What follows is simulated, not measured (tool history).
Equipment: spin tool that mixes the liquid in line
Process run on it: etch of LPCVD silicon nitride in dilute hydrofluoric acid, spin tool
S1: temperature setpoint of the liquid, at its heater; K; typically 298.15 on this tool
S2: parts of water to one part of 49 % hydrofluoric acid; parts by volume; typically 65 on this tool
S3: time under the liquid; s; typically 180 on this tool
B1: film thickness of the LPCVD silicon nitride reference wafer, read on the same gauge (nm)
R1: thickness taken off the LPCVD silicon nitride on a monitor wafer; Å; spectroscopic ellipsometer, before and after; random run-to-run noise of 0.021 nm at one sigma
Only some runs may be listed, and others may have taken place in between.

| run | day | S1 | S2 | S3 | B1 | R1 |
|---|---|---|---|---|---|---|
| 1 | 0.000 | 299.65 | 65 | 180 | 39.977 | 13.33 |
| 2 | 0.729 | 299.65 | 65 | 180 | 40.021 | 13.55 |
| 3 | 1.288 | 298.15 | 65 | 180 | 40.030 | 12.26 |
| 4 | 1.679 | 298.15 | 65 | 180 | 39.981 | 12.00 |
|  | 2.029 | gauge calibrated |
| 5 | 2.054 | 298.15 | 90 | 180 | 39.997 | 8.86 |
| 6 | 2.471 | 298.15 | 65 | 125 | 39.991 | 8.39 |
| 7 | 3.079 | 298.15 | 65 | 125 | 40.025 | 8.67 |
| 8 | 3.475 | 298.15 | 65 | 125 | 40.016 | 8.46 |
| 9 | 3.742 | 299.15 | 65 | 180 | 40.021 | 13.14 |
| 10 | 4.021 | 298.15 | 65 | 180 | 39.984 | 12.41 |
| 11 | 6.104 | 298.15 | 65 | 180 | 40.023 | 11.74 |
| 12 | 6.779 | 298.15 | 65 | 180 | 39.986 | 11.98 |
| 13 | 7.133 | 298.15 | 65 | 125 | 39.989 | 8.69 |
| 14 | 7.571 | 298.15 | 85 | 180 | 39.991 | 9.25 |
| 15 | 8.162 | 298.15 | 65 | 125 | 39.997 | 8.38 |
|  | 8.988 | thermometer replaced |
|  | 9.192 | hydrofluoric acid flow meter replaced |
| 16 | 9.225 | 294.65 | 65 | 180 | 39.982 | 9.51 |
|  | 9.725 | gauge calibrated |
| 17 | 9.821 | 298.15 | 90 | 240 | 39.975 | 12.06 |
| 18 | 10.088 | 294.65 | 75 | 215 | 40.010 | 10.04 |
| 19 | 10.821 | 298.15 | 80 | 180 | 40.025 | 9.94 |
| 20 | 11.312 | 298.15 | 65 | 180 | 40.030 | 12.37 |
| 21 | 11.633 | 302.65 | 95 | 245 | 39.989 | 15.15 |
| 22 | 12.371 | 301.15 | 65 | 265 | 39.979 | 21.70 |
| 23 | 12.704 | 298.15 | 65 | 180 | 40.038 | 12.07 |
| 24 | 12.996 | 302.15 | 40 | 180 | 40.026 | 25.43 |
| 25 | 13.600 | 298.15 | 65 | 180 | 40.033 | 12.65 |

Here are 5 independent what-if runs from the current tool condition. What would each one return?
| A | 13.621 | 298.15 | 65 | 180 | ? | ? |
| B | 13.621 | 298.15 | 85 | 85 | ? | ? |
| C | 13.621 | 298.15 | 80 | 125 | ? | ? |
| D | 13.621 | 294.15 | 85 | 75 | ? | ? |
| E | 13.621 | 294.65 | 35 | 115 | ? | ? |

| run | B1 | R1 |
|---|---|---|
| A | 39.989 | 12.29 |
| B | 39.989 | 4.45 |
| C | 39.989 | 6.96 |
| D | 39.989 | 3.01 |
| E | 39.989 | 11.34 |
With no hidden state in the tool, these same runs would have given:
| run | R1 |
|---|---|
| A | 12.29 |
| B | 4.45 |
| C | 6.96 |
| D | 3.01 |
| E | 11.34 |
